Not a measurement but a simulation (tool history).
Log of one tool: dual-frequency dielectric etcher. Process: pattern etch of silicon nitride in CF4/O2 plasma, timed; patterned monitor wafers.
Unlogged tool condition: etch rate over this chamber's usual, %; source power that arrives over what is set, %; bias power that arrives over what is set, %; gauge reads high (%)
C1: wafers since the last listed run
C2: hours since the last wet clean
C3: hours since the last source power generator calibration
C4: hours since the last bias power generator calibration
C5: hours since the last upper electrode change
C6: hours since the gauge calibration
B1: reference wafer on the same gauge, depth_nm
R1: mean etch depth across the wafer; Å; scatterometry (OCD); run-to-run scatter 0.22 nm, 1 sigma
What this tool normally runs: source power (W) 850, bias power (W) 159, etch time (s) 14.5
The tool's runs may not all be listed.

run 1 hour=0.0 | source_power_(W)=850 bias_power_(W)=159 etch_time_(s)=12.0 | C1=0 C2=392.1 C3=1596.6 C4=1745.5 C5=4307.6 C6=248.4 | B1=40.41 | R1=358.4
run 2 hour=14.4 | source_power_(W)=850 bias_power_(W)=159 etch_time_(s)=14.5 | C1=307 C2=406.5 C3=1611.0 C4=1759.9 C5=4322.0 C6=262.8 | B1=40.27 | R1=434.6
run 3 hour=74.6 | source_power_(W)=850 bias_power_(W)=159 etch_time_(s)=14.5 | C1=1286 C2=466.7 C3=1671.2 C4=1820.1 C5=4382.2 C6=323.0 | B1=40.53 | R1=438.7
run 4 hour=95.5 | source_power_(W)=850 bias_power_(W)=159 etch_time_(s)=14.5 | C1=446 C2=487.6 C3=1692.1 C4=1841.0 C5=4403.1 C6=343.9 | B1=40.33 | R1=442.1
run 5 hour=125.8 | source_power_(W)=850 bias_power_(W)=159 etch_time_(s)=12.5 | C1=647 C2=517.9 C3=1722.4 C4=1871.3 C5=4433.4 C6=374.2 | B1=40.46 | R1=378.4
run 6 hour=159.0 | source_power_(W)=850 bias_power_(W)=174 etch_time_(s)=14.5 | C1=709 C2=551.1 C3=1755.6 C4=1904.5 C5=4466.6 C6=407.4 | B1=40.40 | R1=459.1
-- hour=191.6 gauge calibrated
run 7 hour=193.8 | source_power_(W)=850 bias_power_(W)=174 etch_time_(s)=14.5 | C1=743 C2=585.9 C3=1790.4 C4=1939.3 C5=4501.4 C6=2.2 | B1=40.33 | R1=461.6
-- hour=258.7 source power generator calibrated
-- hour=275.3 wet clean of the chamber
run 8 hour=275.9 | source_power_(W)=770 bias_power_(W)=159 etch_time_(s)=14.5 | C1=1314 C2=0.6 C3=17.2 C4=2021.4 C5=4583.5 C6=84.3 | B1=40.47 | R1=392.7
run 9 hour=296.3 | source_power_(W)=770 bias_power_(W)=159 etch_time_(s)=14.5 | C1=435 C2=21.0 C3=37.6 C4=2041.8 C5=4603.9 C6=104.7 | B1=40.50 | R1=393.7
-- hour=329.8 upper electrode replaced
run 10 hour=330.3 | source_power_(W)=790 bias_power_(W)=159 etch_time_(s)=11.5 | C1=213 C2=55.0 C3=71.6 C4=2075.8 C5=0.5 C6=138.7 | B1=40.46 | R1=319.1
-- hour=340.0 bias power generator calibrated
run 11 hour=343.7 | source_power_(W)=970 bias_power_(W)=159 etch_time_(s)=13.0 | C1=200 C2=68.4 C3=85.0 C4=3.7 C5=13.9 C6=152.1 | B1=40.41 | R1=426.7
run 12 hour=365.5 | source_power_(W)=850 bias_power_(W)=159 etch_time_(s)=19.0 | C1=465 C2=90.2 C3=106.8 C4=25.5 C5=35.7 C6=173.9 | B1=40.41 | R1=564.6
run 13 hour=396.7 | source_power_(W)=850 bias_power_(W)=159 etch_time_(s)=14.5 | C1=666 C2=121.4 C3=138.0 C4=56.7 C5=66.9 C6=205.1 | B1=40.38 | R1=427.9
run 14 hour=422.5 | source_power_(W)=1010 bias_power_(W)=159 etch_time_(s)=13.0 | C1=551 C2=147.2 C3=163.8 C4=82.5 C5=92.7 C6=230.9 | B1=40.35 | R1=434.5
run 15 hour=434.6 | source_power_(W)=780 bias_power_(W)=159 etch_time_(s)=10.0 | C1=258 C2=159.3 C3=175.9 C4=94.6 C5=104.8 C6=243.0 | B1=40.32 | R1=277.6
run 16 hour=459.9 | source_power_(W)=850 bias_power_(W)=173 etch_time_(s)=14.5 | C1=540 C2=184.6 C3=201.2 C4=119.9 C5=130.1 C6=268.3 | B1=40.47 | R1=439.8
run 17 hour=493.4 | source_power_(W)=850 bias_power_(W)=173 etch_time_(s)=14.5 | C1=715 C2=218.1 C3=234.7 C4=153.4 C5=163.6 C6=301.8 | B1=40.47 | R1=446.1
run 18 hour=510.1 | source_power_(W)=790 bias_power_(W)=159 etch_time_(s)=14.5 | C1=356 C2=234.8 C3=251.4 C4=170.1 C5=180.3 C6=318.5 | B1=40.35 | R1=411.2

Some steps in R1 between neighbouring runs. How much of each would the tool show without its hidden state too (settings, what came in, random variation), and how much is left for the hidden state, with any gauge scatter that isn't in both results?
Run 7 -> 8: source power (W) 850 -> 770, bias power (W) 174 -> 159, source power generator calibrated, wet clean of the chamber. R1 -68.9 Å: hidden state -20.1, all else -48.8.
Run 15 -> 16: source power (W) 780 -> 850, bias power (W) 159 -> 173, etch time (s) 10.0 -> 14.5. R1 +162.2 Å: hidden state +3.2, all else +159.0.

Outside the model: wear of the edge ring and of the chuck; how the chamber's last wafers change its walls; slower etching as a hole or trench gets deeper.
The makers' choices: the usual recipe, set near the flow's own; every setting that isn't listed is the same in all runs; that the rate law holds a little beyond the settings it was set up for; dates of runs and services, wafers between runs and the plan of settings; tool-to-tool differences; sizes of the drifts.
